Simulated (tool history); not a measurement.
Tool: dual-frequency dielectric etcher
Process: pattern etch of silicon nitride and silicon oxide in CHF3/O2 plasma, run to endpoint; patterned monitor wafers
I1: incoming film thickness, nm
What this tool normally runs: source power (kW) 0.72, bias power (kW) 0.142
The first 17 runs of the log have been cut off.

Run 18, hour 1259.4: usual settings but bias power (kW) 0.157; I1 183. Result: endpoint time (s) 117.6.
Run 19, hour 1312.9: usual settings but source power (kW) 0.85, bias power (kW) 0.161; I1 183.2. Result: endpoint time (s) 110.2.
Run 20, hour 1367.6: usual settings; I1 184.7. Result: endpoint time (s) 122.1.
Run 21, hour 1463.7: usual settings but bias power (kW) 0.152; I1 184.5. Result: endpoint time (s) 118.2.
Run 22, hour 1504.6: usual settings but source power (kW) 0.61, bias power (kW) 0.175; I1 184.6. Result: endpoint time (s) 118.8.
At hour 1571.7: wet clean of the chamber.
Run 23, hour 1602.8: usual settings but bias power (kW) 0.129; I1 185.2. Result: endpoint time (s) 131.8.
Run 24, hour 1682.2: usual settings but bias power (kW) 0.162; I1 184.8. Result: endpoint time (s) 119.5.
Run 25, hour 1755.8: usual settings; I1 182.1. Result: endpoint time (s) 123.1.
Run 26, hour 1855.2: usual settings but source power (kW) 0.78; I1 186.7. Result: endpoint time (s) 122.3.
At hour 1916: upper electrode replaced.
Run 27, hour 1953.6: usual settings but source power (kW) 0.62, bias power (kW) 0.106; I1 183.3. Result: endpoint time (s) 142.2.
Run 28, hour 1990.4: usual settings; I1 182.8. Result: endpoint time (s) 121.2.
At hour 2057.8: wet clean of the chamber.
Run 29, hour 2058.3: usual settings but source power (kW) 0.78, bias power (kW) 0.153; I1 184.9. Result: endpoint time (s) 119.1.
Run 30, hour 2077.1: usual settings but source power (kW) 0.8, bias power (kW) 0.175; I1 183.5. Result: endpoint time (s) 112.2.
Run 31, hour 2182.8: usual settings but bias power (kW) 0.158; I1 184.8. Result: endpoint time (s) 121.
Run 32, hour 2228.4: usual settings but source power (kW) 0.62, bias power (kW) 0.106; I1 184.7. Result: endpoint time (s) 144.8.
Run 33, hour 2268.4: usual settings but source power (kW) 0.56, bias power (kW) 0.12; I1 185. Result: endpoint time (s) 144.
At hour 2541.2: wet clean of the chamber.
Run 34, hour 2541.7: usual settings but source power (kW) 0.59, bias power (kW) 0.155; I1 184.3. Result: endpoint time (s) 130.7.
Run 35, hour 2633.6: usual settings; I1 184.1. Result: endpoint time (s) 125.8.

Below are 4 alternative next runs, each starting from the tool's condition after run 35. Predict each:
Run A, hour 2634.1: usual settings but source power (kW) 0.83; I1 185.2. Result: endpoint time (s) ?.
Run B, hour 2634.1: usual settings but source power (kW) 0.62, bias power (kW) 0.124; I1 185.2. Result: endpoint time (s) ?.
Run C, hour 2634.1: usual settings but source power (kW) 0.57, bias power (kW) 0.157; I1 185.2. Result: endpoint time (s) ?.
Run D, hour 2634.1: usual settings but source power (kW) 0.61, bias power (kW) 0.111; I1 185.2. Result: endpoint time (s) ?.

run  endpoint time (s)
  A              119.1
  B              138.4
  C              130.6
  D              144.8
Had the tool no hidden state, the same runs would have come out as:
run  endpoint time (s)
  A              120.2
  B              139.7
  C              131.9
  D              146.1

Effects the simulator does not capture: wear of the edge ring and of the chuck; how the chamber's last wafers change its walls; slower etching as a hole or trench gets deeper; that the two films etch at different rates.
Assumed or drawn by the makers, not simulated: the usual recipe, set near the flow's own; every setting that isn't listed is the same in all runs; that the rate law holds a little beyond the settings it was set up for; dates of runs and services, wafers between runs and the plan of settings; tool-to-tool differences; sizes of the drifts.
